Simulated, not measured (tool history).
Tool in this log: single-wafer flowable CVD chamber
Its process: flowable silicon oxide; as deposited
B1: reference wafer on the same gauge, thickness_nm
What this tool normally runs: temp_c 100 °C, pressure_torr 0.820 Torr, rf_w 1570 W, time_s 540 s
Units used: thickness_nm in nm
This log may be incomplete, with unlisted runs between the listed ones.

run 1 hour=0.0 | temp_c=100 pressure_torr=0.820 rf_w=1570 time_s=540 | B1=320.365 | thickness_nm=333.770
run 2 hour=30.3 | temp_c=100 pressure_torr=0.820 rf_w=1570 time_s=601 | B1=319.913 | thickness_nm=371.775
run 3 hour=53.5 | temp_c=100 pressure_torr=0.820 rf_w=1570 time_s=601 | B1=319.763 | thickness_nm=372.124
run 4 hour=83.7 | temp_c=100 pressure_torr=0.820 rf_w=1570 time_s=601 | B1=319.720 | thickness_nm=371.026
run 5 hour=112.2 | temp_c=100 pressure_torr=0.820 rf_w=1570 time_s=540 | B1=320.055 | thickness_nm=332.409
run 6 hour=127.6 | temp_c=100 pressure_torr=0.820 rf_w=1570 time_s=540 | B1=320.499 | thickness_nm=333.296
run 7 hour=148.6 | temp_c=100 pressure_torr=0.820 rf_w=1570 time_s=540 | B1=320.233 | thickness_nm=332.127
run 8 hour=178.6 | temp_c=100 pressure_torr=0.820 rf_w=1570 time_s=540 | B1=319.380 | thickness_nm=331.465
run 9 hour=191.9 | temp_c=100 pressure_torr=0.820 rf_w=1570 time_s=586 | B1=319.449 | thickness_nm=358.847
run 10 hour=218.5 | temp_c=100 pressure_torr=0.820 rf_w=1350 time_s=562 | B1=319.903 | thickness_nm=331.549
-- hour=227.8 capacitance manometer re-zeroed and calibrated
-- hour=255.3 thermocouple changed; heater temperature recalibrated
run 11 hour=255.8 | temp_c=100 pressure_torr=0.820 rf_w=1350 time_s=562 | B1=320.184 | thickness_nm=348.006
run 12 hour=271.2 | temp_c=100 pressure_torr=0.820 rf_w=1570 time_s=540 | B1=319.948 | thickness_nm=346.448
run 13 hour=288.6 | temp_c=100 pressure_torr=0.820 rf_w=1570 time_s=540 | B1=319.721 | thickness_nm=344.032
run 14 hour=317.3 | temp_c=113 pressure_torr=0.616 rf_w=1750 time_s=639 | B1=320.402 | thickness_nm=195.265
run 15 hour=339.0 | temp_c=100 pressure_torr=0.820 rf_w=1570 time_s=540 | B1=319.923 | thickness_nm=347.299
run 16 hour=353.5 | temp_c=86 pressure_torr=1.016 rf_w=1570 time_s=540 | B1=320.540 | thickness_nm=713.103
-- hour=365.1 RF generator calibrated
-- hour=365.4 showerhead replaced
run 17 hour=413.2 | temp_c=89 pressure_torr=0.820 rf_w=1570 time_s=615 | B1=320.534 | thickness_nm=595.236
run 18 hour=425.9 | temp_c=113 pressure_torr=0.927 rf_w=1570 time_s=540 | B1=319.823 | thickness_nm=241.788
-- hour=426.4 gauge calibrated
run 19 hour=444.0 | temp_c=104 pressure_torr=0.764 rf_w=1690 time_s=614 | B1=319.457 | thickness_nm=321.132
run 20 hour=473.0 | temp_c=100 pressure_torr=0.820 rf_w=1810 time_s=622 | B1=319.772 | thickness_nm=414.221
run 21 hour=495.2 | temp_c=100 pressure_torr=0.911 rf_w=1800 time_s=584 | B1=320.801 | thickness_nm=427.320
run 22 hour=527.5 | temp_c=86 pressure_torr=0.702 rf_w=1775 time_s=593 | B1=319.430 | thickness_nm=558.353
run 23 hour=558.6 | temp_c=92 pressure_torr=0.914 rf_w=1485 time_s=638 | B1=319.591 | thickness_nm=614.059
run 24 hour=584.4 | temp_c=100 pressure_torr=0.820 rf_w=1570 time_s=601 | B1=320.097 | thickness_nm=385.869
run 25 hour=606.1 | temp_c=96 pressure_torr=0.764 rf_w=1770 time_s=447 | B1=320.095 | thickness_nm=316.727

What if the next run were any one of these 3? Each begins from the tool's condition after run 25:
run A hour=606.6 | temp_c=112 pressure_torr=0.820 rf_w=1570 time_s=540 | B1=? | thickness_nm=?
run B hour=606.6 | temp_c=108 pressure_torr=0.641 rf_w=1330 time_s=540 | B1=? | thickness_nm=?
run C hour=606.6 | temp_c=86 pressure_torr=0.678 rf_w=1570 time_s=459 | B1=? | thickness_nm=?

run=A B1=319.245 thickness_nm=222.466
run=B B1=319.245 thickness_nm=192.280
run=C B1=319.245 thickness_nm=406.056
With no hidden state in the tool, these same runs would have given:
run=A thickness_nm=225.939
run=B thickness_nm=195.480
run=C thickness_nm=412.813
